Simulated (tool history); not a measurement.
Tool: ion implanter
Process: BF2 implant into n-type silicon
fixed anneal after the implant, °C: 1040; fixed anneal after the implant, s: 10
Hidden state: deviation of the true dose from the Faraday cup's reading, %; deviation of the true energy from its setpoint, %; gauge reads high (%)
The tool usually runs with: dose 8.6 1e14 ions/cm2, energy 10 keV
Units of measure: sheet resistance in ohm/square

run,hour,dose,energy,wafers since the last listed run,hours since the last dose calibration,hours since the extraction supply was calibrated,hours since the gauge calibration,"read-back reference wafer on the same gauge, sheet resistance",sheet resistance
1,0,8.6,8.5,0,2072.4,4058.3,223.8,206.02,242.08
2,10.5,10,10,227,2082.9,4068.8,234.3,206,215.87
3,21,10,10,227,2093.4,4079.3,244.8,206.04,215.88
4,36.2,8.6,10,328,2108.6,4094.5,260,205.99,230.16
5,65.4,8.6,10,631,2137.8,4123.7,289.2,205.98,230.18
6,74.2,8.6,13,190,2146.6,4132.5,298,205.94,212.37
7,90.9,8.6,10,361,2163.3,4149.2,314.7,206.09,230.34
8,107.7,8.6,10,363,2180.1,4166,331.5,206.12,230.92
9,122.6,8.6,10,322,2195,4180.9,346.4,205.88,229.69
10,138.7,8.6,10,348,2211.1,4197,362.5,205.94,230.32
11,154.7,8.6,10,346,2227.1,4213,378.5,206.05,229.56
12,163.2,8.6,10,183,2235.6,4221.5,387,206,230.23
# hour 174.5: Faraday cup replaced and dose calibrated
13,175,8.6,10,82,0.5,4233.3,398.8,206.03,236.39
14,184.7,9.99,10,209,10.2,4243,408.5,206.06,220.16
15,194.8,9.99,10,218,20.3,4253.1,418.6,205.97,220.39
16,210.9,9.99,10,348,36.4,4269.2,434.7,206.05,220.41
17,224.4,7.23,10,292,49.9,4282.7,448.2,205.98,258.86
18,241.5,8.6,10,369,67,4299.8,465.3,205.98,235.02
19,257,6.64,7.5,335,82.5,4315.3,480.8,206.1,298.84
# hour 271.3: extraction supply calibrated
20,271.8,10.46,12.5,147,97.3,0.5,495.6,205.99,202.34
21,282.2,9.36,7,224,107.7,10.9,506,205.9,251.12
22,298.3,8.6,10,348,123.8,27,522.1,205.96,236.02
23,306.7,8.6,10,181,132.2,35.4,530.5,205.9,236.19
# hour 315.1: gauge calibrated
24,322.4,8.6,10,339,147.9,51.1,7.3,206,235.8
25,337.4,8.6,12,324,162.9,66.1,22.3,205.94,222.32

Estimate the outcome of run 26 from the log above:
26,355.1,8.6,10,382,180.6,83.8,40,?,?

{"run 26": {"read-back reference wafer on the same gauge, sheet resistance": 205.95, "sheet resistance": 235.61}}
On a tool with no hidden condition, and with the same random variation, this run would have come out at sheet resistance 236.89 ohm/square.
